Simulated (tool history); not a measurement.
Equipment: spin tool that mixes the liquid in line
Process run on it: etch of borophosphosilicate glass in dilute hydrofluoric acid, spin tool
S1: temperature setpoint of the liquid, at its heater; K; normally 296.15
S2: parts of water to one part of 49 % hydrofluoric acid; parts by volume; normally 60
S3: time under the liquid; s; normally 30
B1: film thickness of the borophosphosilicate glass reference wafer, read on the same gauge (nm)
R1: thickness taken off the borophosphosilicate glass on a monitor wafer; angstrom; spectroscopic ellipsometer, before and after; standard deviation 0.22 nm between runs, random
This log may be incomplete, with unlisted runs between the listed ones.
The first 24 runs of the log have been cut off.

| run | day | S1 | S2 | S3 | B1 | R1 |
|---|---|---|---|---|---|---|
| 25 | 60.317 | 296.15 | 60 | 30 | 60.01 | 293.3 |
| 26 | 62.450 | 292.65 | 45 | 30 | 60.00 | 345.0 |
| 27 | 65.279 | 296.15 | 60 | 30 | 60.02 | 294.0 |
| 28 | 66.550 | 296.15 | 90 | 40 | 60.01 | 253.6 |
| 29 | 68.779 | 296.15 | 60 | 30 | 60.00 | 296.0 |
| 30 | 71.562 | 296.15 | 60 | 30 | 60.02 | 292.6 |
| 31 | 73.138 | 298.15 | 60 | 30 | 59.99 | 326.8 |
| 32 | 75.529 | 301.15 | 90 | 20 | 59.97 | 154.7 |

Here are 4 independent what-if runs from the current tool condition. What would each one return?
| A | 75.546 | 296.15 | 60 | 30 | ? | ? |
| B | 75.546 | 292.15 | 60 | 20 | ? | ? |
| C | 75.546 | 298.65 | 35 | 20 | ? | ? |
| D | 75.546 | 296.15 | 75 | 50 | ? | ? |

| run | B1 | R1 |
|---|---|---|
| A | 59.99 | 293.0 |
| B | 59.99 | 165.2 |
| C | 59.99 | 383.8 |
| D | 59.99 | 383.4 |
Had the tool no hidden state, the same runs would have come out as:
| run | R1 |
|---|---|
| A | 293.0 |
| B | 165.2 |
| C | 383.8 |
| D | 383.4 |
